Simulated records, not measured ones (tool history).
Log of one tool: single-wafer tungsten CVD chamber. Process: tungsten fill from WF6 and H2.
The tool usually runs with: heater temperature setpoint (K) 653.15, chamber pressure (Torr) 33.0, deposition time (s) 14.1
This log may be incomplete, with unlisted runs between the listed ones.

run   hour  heater temperature setpoint (K)  chamber pressure (Torr)  deposition time (s)  read-back reference wafer on the same gauge, thickness_nm  mean film thickness on the monitor wafer (nm)
  1    0.0                           646.15                     28.9                 14.1                                                     28.477                                         21.549
  2    6.0                           658.15                     33.0                 14.1                                                     28.494                                         30.428
  3   20.9                           653.15                     33.0                 14.1                                                     28.487                                         27.041
  4   28.6                           653.15                     33.0                 14.1                                                     28.486                                         26.998
  5   45.7                           653.15                     33.0                 14.1                                                     28.518                                         27.169
  6   56.7                           645.15                     33.0                 14.1                                                     28.514                                         22.389
  7   66.3                           653.15                     33.0                 14.1                                                     28.512                                         26.920
  8   79.3                           653.15                     33.0                 14.1                                                     28.486                                         27.094
  9   87.7                           653.15                     27.1                 14.1                                                     28.510                                         24.652
 10  103.4                           639.15                     33.0                 16.2                                                     28.501                                         22.195
 11  113.1                           653.15                     33.0                 14.1                                                     28.503                                         27.074
 12  125.8                           653.15                     33.0                 15.0                                                     28.511                                         28.750
 13  135.3                           666.15                     27.1                 12.1                                                     28.491                                         28.289
 14  164.3                           653.15                     33.0                 14.1                                                     28.481                                         27.040
 15  180.6                           653.15                     33.0                 14.1                                                     28.475                                         27.007
     193.3  -- thermocouple changed; heater temperature recalibrated
 16  194.5                           639.15                     41.1                 12.3                                                     28.500                                         18.798
 17  240.0                           653.15                     33.0                 14.1                                                     28.514                                         27.048
 18  257.7                           662.15                     38.2                 15.8                                                     28.482                                         39.797
 19  266.1                           653.15                     33.0                 16.1                                                     28.506                                         30.909
     268.3  -- gauge calibrated
     276.3  -- capacitance manometer re-zeroed and calibrated
 20  283.4                           653.15                     33.0                 14.1                                                     28.512                                         27.074
     295.7  -- showerhead replaced
 21  296.2                           653.15                     33.0                 14.1                                                     28.504                                         27.102
 22  302.3                           666.15                     28.3                 12.1                                                     28.479                                         28.895
 23  348.1                           653.15                     33.0                 14.1                                                     28.480                                         27.190
 24  357.4                           653.15                     33.0                 14.1                                                     28.484                                         27.027
 25  368.6                           653.15                     36.9                 15.3                                                     28.500                                         30.982
 26  394.6                           662.15                     36.7                 16.6                                                     28.499                                         41.075
 27  409.1                           653.15                     33.0                 14.1                                                     28.475                                         27.093
 28  421.8                           664.15                     26.3                 16.4                                                     28.473                                         36.051
 29  437.5                           653.15                     33.0                 14.1                                                     28.508                                         26.985
 30  453.0                           640.15                     30.3                 11.4                                                     28.485                                         15.394
 31  465.6                           665.15                     40.4                 16.3                                                     28.513                                         44.985
 32  482.0                           653.15                     30.1                 14.1                                                     28.499                                         25.996
 33  494.6                           653.15                     29.3                 11.8                                                     28.509                                         21.379

Hidden state, per run?
wafer temperature above the value expected at the setpoint (K): 0 at every run
true pressure above the setpoint (%): 0 at every run
gauge reads high (%): 0 at every run

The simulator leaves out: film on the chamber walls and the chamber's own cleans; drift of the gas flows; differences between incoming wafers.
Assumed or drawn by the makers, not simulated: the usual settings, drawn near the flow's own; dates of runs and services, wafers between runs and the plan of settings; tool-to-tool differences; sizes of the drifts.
